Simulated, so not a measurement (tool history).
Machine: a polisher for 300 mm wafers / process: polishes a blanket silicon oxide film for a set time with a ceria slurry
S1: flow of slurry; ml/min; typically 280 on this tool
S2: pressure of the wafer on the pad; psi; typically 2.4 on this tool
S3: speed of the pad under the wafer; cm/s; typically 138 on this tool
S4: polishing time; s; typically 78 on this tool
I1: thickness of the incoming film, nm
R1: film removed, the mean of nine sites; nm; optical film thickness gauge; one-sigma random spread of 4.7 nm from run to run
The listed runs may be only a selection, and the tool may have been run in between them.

Run 1, hour 0.0: usual settings but S3 100 cm/s; I1 1777.5. Result: R1 284.6 nm.
Run 2, hour 19.0: usual settings but S3 100 cm/s; I1 1773.4. Result: R1 288.4 nm.
Run 3, hour 47.6: usual settings but S3 104 cm/s, S4 72 s; I1 1745.8. Result: R1 273.7 nm.
At hour 80.1: worn pad replaced by a new one.
Run 4, hour 83.4: usual settings but S1 325 ml/min; I1 1741.4. Result: R1 402.7 nm.
Run 5, hour 96.5: usual settings but S1 325 ml/min; I1 1767.1. Result: R1 395.1 nm.
Run 6, hour 136.9: usual settings; I1 1737.6. Result: R1 396.5 nm.
Run 7, hour 153.6: usual settings; I1 1746.5. Result: R1 395.8 nm.
Run 8, hour 185.2: usual settings; I1 1741.3. Result: R1 392.4 nm.
Run 9, hour 198.4: usual settings but S4 69 s; I1 1735.6. Result: R1 341.8 nm.
Run 10, hour 228.6: usual settings but S2 1.6 psi, S4 65 s; I1 1748.9. Result: R1 263.2 nm.
Run 11, hour 243.4: usual settings but S4 91 s; I1 1775.8. Result: R1 450.0 nm.
At hour 263.2: worn pad replaced by a new one.
Run 12, hour 269.8: usual settings but S3 178 cm/s; I1 1745.9. Result: R1 509.4 nm.

Predict the results of run 13:
Run 13, hour 295.4: usual settings but S1 370 ml/min, S3 120 cm/s, S4 56 s; I1 1751.6. Result: R1 ?.

Run 13 produced R1 247.3 nm.
Were there no unlogged condition in the tool, this run, its random variation unchanged, would have produced R1 247.3 nm.
